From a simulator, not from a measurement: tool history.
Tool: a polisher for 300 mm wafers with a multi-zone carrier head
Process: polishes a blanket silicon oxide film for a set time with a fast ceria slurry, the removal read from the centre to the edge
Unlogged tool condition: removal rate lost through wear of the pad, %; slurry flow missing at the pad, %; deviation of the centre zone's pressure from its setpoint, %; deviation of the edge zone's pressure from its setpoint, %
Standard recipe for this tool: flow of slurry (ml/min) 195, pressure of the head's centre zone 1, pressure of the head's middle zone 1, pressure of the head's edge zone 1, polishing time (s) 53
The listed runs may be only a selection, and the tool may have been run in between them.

run,hour,flow of slurry (ml/min),pressure of the head's centre zone,pressure of the head's middle zone,pressure of the head's edge zone,polishing time (s),wafers since the last listed run,wafers polished on this pad,hours since the slurry nozzle was cleaned,hours since the centre zone pressure was calibrated,hours since the edge zone pressure was calibrated,hours since the carrier head's membrane was replaced,"incoming thickness of the incoming film, nm",film removed at the wafer's centre (angstrom),film removed at mid-radius (angstrom),film removed at the wafer's edge (angstrom)
1,0,195,1.05,1,1,53,0,178,571.1,659.2,583.5,300,3275.6,4377,4274,4391
2,32.5,195,1.05,1,1,53,530,709,603.6,691.7,616,332.5,3351.4,4099,4095,4062
3,67.3,150,1,1.03,1,53,568,1277,638.4,726.5,650.8,367.3,3283.9,3628,3916,3955
4,92.4,150,1,1.03,1,53,409,1687,663.5,751.6,675.9,392.4,3218.9,3583,3858,3828
# hour 105.7: worn pad replaced by a new one
5,112,150,1,1.03,1,53,254,102,683.1,771.2,695.5,412,3224.3,3828,4241,4189
6,138.2,195,1,1,1.09,53,427,530,709.3,797.4,721.7,438.2,3318.2,3786,4029,4154
7,168.6,195,1,0.96,1,40,496,1026,739.7,827.8,752.1,468.6,3293.3,2808,2854,3020
# hour 169.6: slurry nozzle cleaned
8,185.4,195,1,0.96,1,40,258,1284,15.8,844.6,768.9,485.4,3281.8,2761,2845,2891
9,208.7,195,1,0.96,1,40,380,1665,39.1,867.9,792.2,508.7,3261.1,2698,2822,2968
# hour 223.2: worn pad replaced by a new one
10,232.9,195,1,1,1,53,329,158,63.3,892.1,816.4,532.9,3302.1,3978,4319,4336
# hour 250.9: edge zone pressure recalibrated
11,265.8,195,1,1,1,53,504,662,96.2,925,14.9,565.8,3317.3,3794,4090,4057
12,285.8,140,1,1.05,0.95,70,326,989,116.2,945,34.9,585.8,3248,4577,5225,5045
13,318.1,150,1,1,1.1,53,527,1516,148.5,977.3,67.2,618.1,3239.5,3505,3780,3977
# hour 322.4: worn pad replaced by a new one
14,344.1,255,0.9,0.9,1,68,359,354,174.5,1003.3,93.2,644.1,3288.5,4578,5055,5494
# hour 372.8: carrier head's membrane replaced by a new one
15,373.4,195,0.93,1,0.97,53,396,751,203.8,1032.6,122.5,0.6,3259,3397,3978,3922
16,397.8,195,0.93,1,0.97,53,398,1149,228.2,1057,146.9,25,3336.3,3316,3948,3837
17,419.4,195,0.95,0.97,1,53,352,1502,249.8,1078.6,168.5,46.6,3292.7,3315,3810,3947
18,431.8,140,1,1,1,67,202,1704,262.2,1091,180.9,59,3294.4,4178,4694,4774
# hour 434: centre zone pressure recalibrated
# hour 446.7: worn pad replaced by a new one
19,449.4,195,0.89,1,1,53,189,43,279.8,15.4,198.5,76.6,3281.1,3883,4385,4366
20,475.9,225,1,1,1,41,432,476,306.3,41.9,225,103.1,3264,3294,3228,3250
21,509.4,195,0.93,1.1,0.93,60,547,1023,339.8,75.4,258.5,136.6,3257.1,4180,4883,4445
22,536.6,195,1,1,1,53,444,1467,367,102.6,285.7,163.8,3264.6,3924,3965,3932
# hour 549.1: worn pad replaced by a new one
23,551.1,220,1.04,1.07,1.08,53,171,32,381.5,117.1,300.2,178.3,3283.6,4599,4635,4599

Here are 3 independent what-if runs from the current tool condition. What would each one return?
A,551.5,195,1,1,1,53,6,39,381.9,117.5,300.6,178.7,3311.9,?,?,?
B,551.5,135,1,1,1,53,6,39,381.9,117.5,300.6,178.7,3311.9,?,?,?
C,551.5,170,1,1,1,48,6,39,381.9,117.5,300.6,178.7,3311.9,?,?,?

run,film removed at the wafer's centre (angstrom),film removed at mid-radius (angstrom),film removed at the wafer's edge (angstrom)
A,4348,4313,4273
B,4091,4086,4108
C,3857,3834,3817
With the hidden condition removed and each run's random variation left untouched, the same runs would have given:
run,film removed at the wafer's centre (angstrom),film removed at mid-radius (angstrom),film removed at the wafer's edge (angstrom)
A,4385,4371,4330
B,4126,4141,4163
C,3889,3886,3868
